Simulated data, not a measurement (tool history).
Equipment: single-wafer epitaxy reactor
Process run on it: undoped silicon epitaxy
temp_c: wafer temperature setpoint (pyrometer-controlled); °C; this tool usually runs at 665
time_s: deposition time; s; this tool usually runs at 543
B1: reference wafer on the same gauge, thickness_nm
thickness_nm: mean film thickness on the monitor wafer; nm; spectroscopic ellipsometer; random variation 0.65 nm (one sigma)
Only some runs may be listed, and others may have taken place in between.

run 1 hour=0.0 | temp_c=657 time_s=543 | B1=120.999 | thickness_nm=107.770
run 2 hour=46.3 | temp_c=657 time_s=543 | B1=121.209 | thickness_nm=108.823
run 3 hour=104.8 | temp_c=657 time_s=543 | B1=121.072 | thickness_nm=108.082
run 4 hour=148.8 | temp_c=656 time_s=543 | B1=121.016 | thickness_nm=105.892
run 5 hour=208.3 | temp_c=656 time_s=543 | B1=120.982 | thickness_nm=105.629
run 6 hour=270.4 | temp_c=656 time_s=543 | B1=120.386 | thickness_nm=105.162
run 7 hour=334.6 | temp_c=665 time_s=543 | B1=120.007 | thickness_nm=123.646
run 8 hour=403.2 | temp_c=665 time_s=543 | B1=119.931 | thickness_nm=124.151
run 9 hour=438.0 | temp_c=665 time_s=543 | B1=119.735 | thickness_nm=123.634
run 10 hour=494.4 | temp_c=661 time_s=543 | B1=119.365 | thickness_nm=113.747
run 11 hour=519.5 | temp_c=661 time_s=543 | B1=119.221 | thickness_nm=114.326
run 12 hour=570.6 | temp_c=671 time_s=594 | B1=119.082 | thickness_nm=149.426
run 13 hour=627.8 | temp_c=671 time_s=594 | B1=118.875 | thickness_nm=151.143
run 14 hour=665.7 | temp_c=665 time_s=499 | B1=118.843 | thickness_nm=112.197
run 15 hour=710.8 | temp_c=665 time_s=499 | B1=118.911 | thickness_nm=111.965
-- hour=741.9 gauge calibrated
run 16 hour=768.2 | temp_c=665 time_s=543 | B1=124.695 | thickness_nm=128.449
run 17 hour=805.0 | temp_c=665 time_s=543 | B1=124.674 | thickness_nm=129.106
-- hour=818.0 pyrometer calibrated
run 18 hour=856.5 | temp_c=665 time_s=543 | B1=124.459 | thickness_nm=127.479
run 19 hour=885.4 | temp_c=669 time_s=543 | B1=124.341 | thickness_nm=137.946
run 20 hour=912.9 | temp_c=669 time_s=543 | B1=124.386 | thickness_nm=138.463
run 21 hour=970.8 | temp_c=669 time_s=543 | B1=124.294 | thickness_nm=138.598
run 22 hour=997.8 | temp_c=665 time_s=543 | B1=124.047 | thickness_nm=129.615
run 23 hour=1053.2 | temp_c=657 time_s=570 | B1=123.807 | thickness_nm=115.914
run 24 hour=1104.8 | temp_c=673 time_s=543 | B1=123.573 | thickness_nm=147.125
run 25 hour=1146.3 | temp_c=660 time_s=479 | B1=123.684 | thickness_nm=102.494
run 26 hour=1192.6 | temp_c=665 time_s=543 | B1=123.203 | thickness_nm=127.174
run 27 hour=1263.8 | temp_c=669 time_s=618 | B1=123.030 | thickness_nm=155.294
run 28 hour=1335.5 | temp_c=659 time_s=581 | B1=123.066 | thickness_nm=120.993
run 29 hour=1464.1 | temp_c=676 time_s=645 | B1=122.352 | thickness_nm=182.632
run 30 hour=1494.1 | temp_c=661 time_s=543 | B1=122.206 | thickness_nm=116.685
run 31 hour=1520.8 | temp_c=652 time_s=543 | B1=122.194 | thickness_nm=98.193
run 32 hour=1580.8 | temp_c=678 time_s=650 | B1=122.021 | thickness_nm=190.475
run 33 hour=1620.1 | temp_c=675 time_s=588 | B1=121.692 | thickness_nm=163.799
run 34 hour=1663.2 | temp_c=678 time_s=543 | B1=121.686 | thickness_nm=158.479
run 35 hour=1703.1 | temp_c=651 time_s=454 | B1=121.210 | thickness_nm=80.686
run 36 hour=1758.9 | temp_c=673 time_s=475 | B1=121.354 | thickness_nm=126.149
run 37 hour=1802.9 | temp_c=655 time_s=480 | B1=121.103 | thickness_nm=92.060
run 38 hour=1828.4 | temp_c=660 time_s=604 | B1=120.976 | thickness_nm=126.025
run 39 hour=1867.1 | temp_c=665 time_s=543 | B1=120.817 | thickness_nm=125.113
run 40 hour=1922.0 | temp_c=665 time_s=543 | B1=120.587 | thickness_nm=123.732
run 41 hour=1993.5 | temp_c=679 time_s=543 | B1=120.308 | thickness_nm=159.187
run 42 hour=2059.3 | temp_c=665 time_s=623 | B1=119.735 | thickness_nm=142.014
run 43 hour=2117.6 | temp_c=678 time_s=468 | B1=119.795 | thickness_nm=134.895
run 44 hour=2149.5 | temp_c=659 time_s=474 | B1=119.629 | thickness_nm=96.469
run 45 hour=2198.7 | temp_c=665 time_s=543 | B1=119.641 | thickness_nm=123.112
run 46 hour=2225.3 | temp_c=665 time_s=472 | B1=119.468 | thickness_nm=107.635

4 options for the next run, each taken on its own from the tool as it stands now. Forecast them:
run A hour=2225.9 | temp_c=665 time_s=592 | B1=? | thickness_nm=?
run B hour=2225.9 | temp_c=670 time_s=543 | B1=? | thickness_nm=?
run C hour=2225.9 | temp_c=676 time_s=454 | B1=? | thickness_nm=?
run D hour=2225.9 | temp_c=675 time_s=543 | B1=? | thickness_nm=?

run=A B1=119.308 thickness_nm=134.523
run=B B1=119.308 thickness_nm=135.332
run=C B1=119.308 thickness_nm=126.275
run=D B1=119.308 thickness_nm=148.305
Without the tool's unlogged condition, the same runs would have read:
run=A thickness_nm=140.870
run=B thickness_nm=141.717
run=C thickness_nm=132.233
run=D thickness_nm=155.302
